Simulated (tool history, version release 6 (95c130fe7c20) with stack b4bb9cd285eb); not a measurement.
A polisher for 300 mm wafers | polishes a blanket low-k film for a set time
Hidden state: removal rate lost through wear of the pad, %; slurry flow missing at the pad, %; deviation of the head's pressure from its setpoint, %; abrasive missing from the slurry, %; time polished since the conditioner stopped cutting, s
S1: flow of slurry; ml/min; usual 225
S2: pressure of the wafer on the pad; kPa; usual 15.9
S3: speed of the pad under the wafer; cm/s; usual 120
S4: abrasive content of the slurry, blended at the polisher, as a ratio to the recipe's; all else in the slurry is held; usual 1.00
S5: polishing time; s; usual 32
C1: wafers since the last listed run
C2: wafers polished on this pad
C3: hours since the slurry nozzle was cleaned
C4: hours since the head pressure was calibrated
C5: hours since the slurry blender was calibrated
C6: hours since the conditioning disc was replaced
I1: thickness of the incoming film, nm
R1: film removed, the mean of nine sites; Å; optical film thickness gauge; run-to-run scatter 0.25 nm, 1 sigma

{"run": 1, "day": 0.0, "S1": 225, "S2": 15.9, "S3": 120, "S4": 1.0, "S5": 32, "C1": 0, "C2": 1263, "C3": 49.3, "C4": 104.3, "C5": 268.4, "C6": 174.9, "I1": 624.9, "R1": 152}
{"run": 2, "day": 1.312, "S1": 225, "S2": 15.9, "S3": 120, "S4": 1.0, "S5": 32, "C1": 369, "C2": 1633, "C3": 80.8, "C4": 135.8, "C5": 299.9, "C6": 206.4, "I1": 633.5, "R1": 149}
{"day": 3.488, "done": "slurry blender recalibrated"}
{"run": 3, "day": 3.567, "S1": 225, "S2": 15.9, "S3": 120, "S4": 1.0, "S5": 32, "C1": 611, "C2": 2244, "C3": 134.9, "C4": 189.9, "C5": 1.9, "C6": 260.5, "I1": 627.8, "R1": 172}
{"run": 4, "day": 5.062, "S1": 225, "S2": 15.9, "S3": 120, "S4": 1.0, "S5": 32, "C1": 421, "C2": 2665, "C3": 170.8, "C4": 225.8, "C5": 37.8, "C6": 296.4, "I1": 626.7, "R1": 167}
{"run": 5, "day": 6.067, "S1": 225, "S2": 15.9, "S3": 120, "S4": 1.0, "S5": 32, "C1": 282, "C2": 2948, "C3": 194.9, "C4": 249.9, "C5": 61.9, "C6": 320.5, "I1": 635.6, "R1": 169}
{"day": 6.9, "done": "conditioning disc replaced and pad reconditioned"}
{"run": 6, "day": 7.617, "S1": 225, "S2": 18.6, "S3": 82, "S4": 1.0, "S5": 39, "C1": 412, "C2": 3361, "C3": 232.1, "C4": 287.1, "C5": 99.1, "C6": 17.2, "I1": 641.1, "R1": 164}
{"run": 7, "day": 8.617, "S1": 225, "S2": 14.5, "S3": 120, "S4": 1.0, "S5": 32, "C1": 281, "C2": 3642, "C3": 256.1, "C4": 311.1, "C5": 123.1, "C6": 41.2, "I1": 619.8, "R1": 156}
{"run": 8, "day": 9.621, "S1": 225, "S2": 15.9, "S3": 120, "S4": 1.0, "S5": 32, "C1": 282, "C2": 3925, "C3": 280.2, "C4": 335.2, "C5": 147.2, "C6": 65.3, "I1": 630.7, "R1": 164}
{"run": 9, "day": 12.479, "S1": 225, "S2": 13.8, "S3": 120, "S4": 1.0, "S5": 32, "C1": 804, "C2": 4729, "C3": 348.8, "C4": 403.8, "C5": 215.8, "C6": 133.9, "I1": 623.8, "R1": 142}
{"day": 14.308, "done": "worn pad replaced by a new one"}
{"run": 10, "day": 14.592, "S1": 225, "S2": 15.9, "S3": 120, "S4": 1.0, "S5": 25, "C1": 547, "C2": 79, "C3": 399.5, "C4": 454.5, "C5": 266.5, "C6": 184.6, "I1": 630.7, "R1": 121}
{"run": 11, "day": 16.662, "S1": 225, "S2": 15.9, "S3": 120, "S4": 1.0, "S5": 32, "C1": 582, "C2": 662, "C3": 449.2, "C4": 504.2, "C5": 316.2, "C6": 234.3, "I1": 631.6, "R1": 150}
{"day": 16.875, "done": "slurry nozzle cleaned"}
{"run": 12, "day": 19.508, "S1": 225, "S2": 15.9, "S3": 140, "S4": 1.15, "S5": 32, "C1": 789, "C2": 1452, "C3": 63.2, "C4": 572.5, "C5": 384.5, "C6": 302.6, "I1": 627.1, "R1": 177}
{"day": 20.729, "done": "slurry blender recalibrated"}
{"day": 21.846, "done": "conditioning disc replaced and pad reconditioned"}
{"run": 13, "day": 22.338, "S1": 225, "S2": 15.9, "S3": 120, "S4": 0.85, "S5": 32, "C1": 749, "C2": 2201, "C3": 131.1, "C4": 640.4, "C5": 38.6, "C6": 11.8, "I1": 632.4, "R1": 157}
{"run": 14, "day": 25.058, "S1": 225, "S2": 13.8, "S3": 120, "S4": 1.0, "S5": 32, "C1": 765, "C2": 2967, "C3": 196.4, "C4": 705.7, "C5": 103.9, "C6": 77.1, "I1": 626.5, "R1": 149}
{"day": 25.612, "done": "head pressure recalibrated"}
{"run": 15, "day": 26.417, "S1": 185, "S2": 17.9, "S3": 104, "S4": 0.75, "S5": 32, "C1": 358, "C2": 3326, "C3": 229.0, "C4": 19.3, "C5": 136.5, "C6": 109.7, "I1": 623.9, "R1": 126}
{"run": 16, "day": 29.067, "S1": 225, "S2": 15.9, "S3": 120, "S4": 1.0, "S5": 32, "C1": 746, "C2": 4072, "C3": 292.6, "C4": 82.9, "C5": 200.1, "C6": 173.3, "I1": 627.2, "R1": 155}
{"day": 30.604, "done": "worn pad replaced by a new one"}
{"run": 17, "day": 31.058, "S1": 225, "S2": 11.7, "S3": 120, "S4": 1.0, "S5": 27, "C1": 513, "C2": 128, "C3": 340.4, "C4": 130.7, "C5": 247.9, "C6": 221.1, "I1": 624.1, "R1": 107}
{"day": 32.479, "done": "slurry nozzle cleaned"}
{"run": 18, "day": 33.429, "S1": 225, "S2": 15.9, "S3": 120, "S4": 1.0, "S5": 32, "C1": 655, "C2": 783, "C3": 22.8, "C4": 187.6, "C5": 304.8, "C6": 278.0, "I1": 639.8, "R1": 154}
{"run": 19, "day": 34.475, "S1": 225, "S2": 15.9, "S3": 142, "S4": 0.8, "S5": 40, "C1": 294, "C2": 1078, "C3": 47.9, "C4": 212.7, "C5": 329.9, "C6": 303.1, "I1": 636.5, "R1": 184}
{"run": 20, "day": 35.829, "S1": 225, "S2": 15.9, "S3": 110, "S4": 1.0, "S5": 35, "C1": 381, "C2": 1459, "C3": 80.4, "C4": 245.2, "C5": 362.4, "C6": 335.6, "I1": 630.4, "R1": 152}
{"day": 37.483, "done": "slurry blender recalibrated"}
{"run": 21, "day": 37.742, "S1": 225, "S2": 15.9, "S3": 120, "S4": 1.0, "S5": 32, "C1": 514, "C2": 1974, "C3": 126.3, "C4": 291.1, "C5": 6.2, "C6": 381.5, "I1": 624.4, "R1": 175}
{"day": 40.304, "done": "conditioning disc replaced and pad reconditioned"}
{"run": 22, "day": 40.325, "S1": 295, "S2": 15.9, "S3": 106, "S4": 0.9, "S5": 38, "C1": 703, "C2": 2678, "C3": 188.3, "C4": 353.1, "C5": 68.2, "C6": 0.5, "I1": 625.3, "R1": 179}
{"run": 23, "day": 41.725, "S1": 185, "S2": 15.9, "S3": 120, "S4": 1.0, "S5": 32, "C1": 394, "C2": 3072, "C3": 221.9, "C4": 386.7, "C5": 101.8, "C6": 34.1, "I1": 636.1, "R1": 164}
{"day": 47.788, "done": "worn pad replaced by a new one"}
{"day": 50.092, "done": "slurry nozzle cleaned"}
{"run": 24, "day": 50.312, "S1": 225, "S2": 15.9, "S3": 120, "S4": 1.0, "S5": 32, "C1": 2358, "C2": 699, "C3": 5.3, "C4": 592.8, "C5": 307.9, "C6": 240.2, "I1": 631.6, "R1": 159}
{"day": 51.558, "done": "slurry blender recalibrated"}
{"run": 25, "day": 51.846, "S1": 225, "S2": 15.9, "S3": 120, "S4": 1.0, "S5": 32, "C1": 408, "C2": 1107, "C3": 42.1, "C4": 629.6, "C5": 6.9, "C6": 277.0, "I1": 635.3, "R1": 174}

Each row is a separate what-if for the run after 25, all from the same tool condition, not one after another. Results?
{"run": "A", "day": 51.862, "S1": 225, "S2": 11.0, "S3": 120, "S4": 1.0, "S5": 32, "C1": 4, "C2": 1112, "C3": 42.5, "C4": 630.0, "C5": 7.3, "C6": 277.4, "I1": 640.4, "R1": "?"}
{"run": "B", "day": 51.862, "S1": 290, "S2": 15.9, "S3": 146, "S4": 1.3, "S5": 32, "C1": 4, "C2": 1112, "C3": 42.5, "C4": 630.0, "C5": 7.3, "C6": 277.4, "I1": 640.4, "R1": "?"}
{"run": "C", "day": 51.862, "S1": 225, "S2": 15.9, "S3": 150, "S4": 1.0, "S5": 32, "C1": 4, "C2": 1112, "C3": 42.5, "C4": 630.0, "C5": 7.3, "C6": 277.4, "I1": 640.4, "R1": "?"}
{"run": "D", "day": 51.862, "S1": 260, "S2": 20.7, "S3": 148, "S4": 0.75, "S5": 32, "C1": 4, "C2": 1112, "C3": 42.5, "C4": 630.0, "C5": 7.3, "C6": 277.4, "I1": 640.4, "R1": "?"}

run=A R1=138
run=B R1=237
run=C R1=207
run=D R1=208
Had the tool no hidden state, the same runs would have come out as:
run=A R1=139
run=B R1=239
run=C R1=209
run=D R1=211
